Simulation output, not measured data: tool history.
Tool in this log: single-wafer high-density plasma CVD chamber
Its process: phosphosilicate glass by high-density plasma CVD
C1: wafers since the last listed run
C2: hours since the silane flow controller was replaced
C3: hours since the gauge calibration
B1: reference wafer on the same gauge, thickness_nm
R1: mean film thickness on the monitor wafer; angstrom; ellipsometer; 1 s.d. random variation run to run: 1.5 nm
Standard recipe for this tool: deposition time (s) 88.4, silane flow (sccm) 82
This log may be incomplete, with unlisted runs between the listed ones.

{"run": 1, "day": 0.0, "deposition time (s)": 92.8, "silane flow (sccm)": 82, "C1": 0, "C2": 3034.4, "C3": 414.2, "B1": 640.832, "R1": 6910.31}
{"run": 2, "day": 0.921, "deposition time (s)": 92.8, "silane flow (sccm)": 82, "C1": 513, "C2": 3056.5, "C3": 436.3, "B1": 641.505, "R1": 6937.38}
{"run": 3, "day": 2.421, "deposition time (s)": 92.8, "silane flow (sccm)": 82, "C1": 835, "C2": 3092.5, "C3": 472.3, "B1": 641.033, "R1": 6952.92}
{"run": 4, "day": 3.817, "deposition time (s)": 93.7, "silane flow (sccm)": 75, "C1": 777, "C2": 3126.0, "C3": 505.8, "B1": 640.773, "R1": 6393.31}
{"run": 5, "day": 5.146, "deposition time (s)": 93.7, "silane flow (sccm)": 75, "C1": 740, "C2": 3157.9, "C3": 537.7, "B1": 641.314, "R1": 6393.23}
{"run": 6, "day": 5.671, "deposition time (s)": 95.5, "silane flow (sccm)": 72, "C1": 292, "C2": 3170.5, "C3": 550.3, "B1": 641.219, "R1": 6228.06}
{"day": 6.412, "done": "gauge calibrated"}
{"run": 7, "day": 6.525, "deposition time (s)": 83.9, "silane flow (sccm)": 93, "C1": 475, "C2": 3191.0, "C3": 2.7, "B1": 640.556, "R1": 7092.8}
{"run": 8, "day": 7.562, "deposition time (s)": 83.9, "silane flow (sccm)": 93, "C1": 578, "C2": 3215.9, "C3": 27.6, "B1": 640.33, "R1": 7104.79}
{"run": 9, "day": 8.704, "deposition time (s)": 83.9, "silane flow (sccm)": 93, "C1": 636, "C2": 3243.3, "C3": 55.0, "B1": 640.829, "R1": 7069.08}
{"run": 10, "day": 9.329, "deposition time (s)": 88.4, "silane flow (sccm)": 82, "C1": 348, "C2": 3258.3, "C3": 70.0, "B1": 640.823, "R1": 6568.84}
{"run": 11, "day": 10.717, "deposition time (s)": 102.9, "silane flow (sccm)": 86, "C1": 773, "C2": 3291.6, "C3": 103.3, "B1": 641.681, "R1": 8026.6}
{"run": 12, "day": 12.004, "deposition time (s)": 78.0, "silane flow (sccm)": 87, "C1": 717, "C2": 3322.5, "C3": 134.2, "B1": 640.817, "R1": 6139.25}
{"run": 13, "day": 12.975, "deposition time (s)": 78.0, "silane flow (sccm)": 87, "C1": 540, "C2": 3345.8, "C3": 157.5, "B1": 641.125, "R1": 6158.83}
{"run": 14, "day": 14.338, "deposition time (s)": 75.0, "silane flow (sccm)": 94, "C1": 759, "C2": 3378.5, "C3": 190.2, "B1": 640.548, "R1": 6380.37}
{"day": 15.062, "done": "silane flow controller replaced"}
{"run": 15, "day": 15.521, "deposition time (s)": 88.4, "silane flow (sccm)": 91, "C1": 473, "C2": 11.0, "C3": 218.6, "B1": 640.572, "R1": 7823.74}
{"run": 16, "day": 16.417, "deposition time (s)": 96.6, "silane flow (sccm)": 89, "C1": 499, "C2": 32.5, "C3": 240.1, "B1": 640.767, "R1": 8337.79}
{"run": 17, "day": 17.65, "deposition time (s)": 88.4, "silane flow (sccm)": 82, "C1": 687, "C2": 62.1, "C3": 269.7, "B1": 641.201, "R1": 7019.49}
{"run": 18, "day": 19.058, "deposition time (s)": 104.4, "silane flow (sccm)": 82, "C1": 784, "C2": 95.9, "C3": 303.5, "B1": 640.792, "R1": 8297.8}
{"run": 19, "day": 19.608, "deposition time (s)": 88.4, "silane flow (sccm)": 71, "C1": 306, "C2": 109.1, "C3": 316.7, "B1": 641.628, "R1": 6103.23}

Predict the results of run 20:
{"run": 20, "day": 21.079, "deposition time (s)": 73.3, "silane flow (sccm)": 82, "C1": 819, "C2": 144.4, "C3": 352.0, "B1": "?", "R1": "?"}

{"run 20": {"B1": 641.083, "R1": 5829.78}}
Minus the tool's unlogged condition, the same run would have read R1 5897.14 angstrom.
